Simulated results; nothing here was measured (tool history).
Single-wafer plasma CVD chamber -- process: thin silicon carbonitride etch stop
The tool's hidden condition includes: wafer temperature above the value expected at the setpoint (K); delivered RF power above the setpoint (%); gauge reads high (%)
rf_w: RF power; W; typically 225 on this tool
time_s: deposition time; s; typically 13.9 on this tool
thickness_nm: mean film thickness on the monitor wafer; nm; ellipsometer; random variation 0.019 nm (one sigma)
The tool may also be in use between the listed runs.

| run | day | rf_w | time_s | wafers since the last listed run | hours since the last thermocouple change | hours since the last RF generator calibration | hours since the showerhead was replaced | hours since the gauge calibration | read-back reference wafer on the same gauge, thickness_nm | thickness_nm |
|---|---|---|---|---|---|---|---|---|---|---|
| 1 | 0 | 240 | 13.3 | 0 | 626.2 | 1035.3 | 4889.9 | 411.2 | 7.572 | 7.779 |
| 2 | 3.45 | 225 | 13.9 | 2384 | 709 | 1118.1 | 4972.7 | 494 | 7.567 | 7.999 |
| 3 | 7.404 | 225 | 13.9 | 2733 | 803.9 | 1213 | 5067.6 | 588.9 | 7.569 | 7.986 |
| 4 | 9.308 | 205 | 13.9 | 1316 | 849.6 | 1258.7 | 5113.3 | 634.6 | 7.571 | 7.816 |
| 5 | 13.142 | 205 | 13.9 | 2649 | 941.6 | 1350.7 | 5205.3 | 726.6 | 7.567 | 7.815 |
|  | 14.975 | gauge calibrated |
| 6 | 15.933 | 205 | 13.9 | 1929 | 1008.6 | 1417.7 | 5272.3 | 23 | 7.572 | 7.805 |
| 7 | 23.479 | 225 | 13.9 | 5216 | 1189.7 | 1598.8 | 5453.4 | 204.1 | 7.569 | 7.98 |
| 8 | 26.812 | 265 | 11.8 | 2304 | 1269.7 | 1678.8 | 5533.4 | 284.1 | 7.571 | 7.029 |
| 9 | 30.875 | 205 | 13.9 | 2808 | 1367.2 | 1776.3 | 5630.9 | 381.6 | 7.568 | 7.825 |
|  | 33.475 | showerhead replaced |
| 10 | 34.15 | 225 | 12.1 | 2033 | 1445.8 | 1854.9 | 16.2 | 460.2 | 7.569 | 6.926 |
| 11 | 35.938 | 245 | 15.3 | 1235 | 1488.7 | 1897.8 | 59.1 | 503.1 | 7.569 | 8.891 |
|  | 37.296 | RF generator calibrated |
| 12 | 37.775 | 255 | 12 | 1039 | 1532.8 | 11.5 | 103.2 | 547.2 | 7.571 | 7.189 |
|  | 39.479 | thermocouple changed; heater temperature recalibrated |
| 13 | 42.275 | 265 | 12.9 | 2880 | 67.1 | 119.5 | 211.2 | 655.2 | 7.57 | 7.783 |
| 14 | 45.283 | 250 | 16.1 | 2079 | 139.3 | 191.7 | 283.4 | 727.4 | 7.571 | 9.616 |
|  | 48.954 | gauge calibrated |
| 15 | 49.621 | 225 | 13.9 | 2998 | 243.4 | 295.8 | 387.5 | 16 | 7.571 | 8.079 |

Below are 3 alternative next runs, each starting from the tool's condition after run 15. Predict each:
| A | 49.638 | 225 | 16.1 | 11 | 243.8 | 296.2 | 387.9 | 16.4 | ? | ? |
| B | 49.638 | 260 | 13.9 | 11 | 243.8 | 296.2 | 387.9 | 16.4 | ? | ? |
| C | 49.638 | 260 | 14.9 | 11 | 243.8 | 296.2 | 387.9 | 16.4 | ? | ? |

| run | read-back reference wafer on the same gauge, thickness_nm | thickness_nm |
|---|---|---|
| A | 7.57 | 9.376 |
| B | 7.57 | 8.357 |
| C | 7.57 | 8.959 |
Without the tool's unlogged condition, the same runs would have read:
| run | thickness_nm |
|---|---|
| A | 9.438 |
| B | 8.412 |
| C | 9.018 |
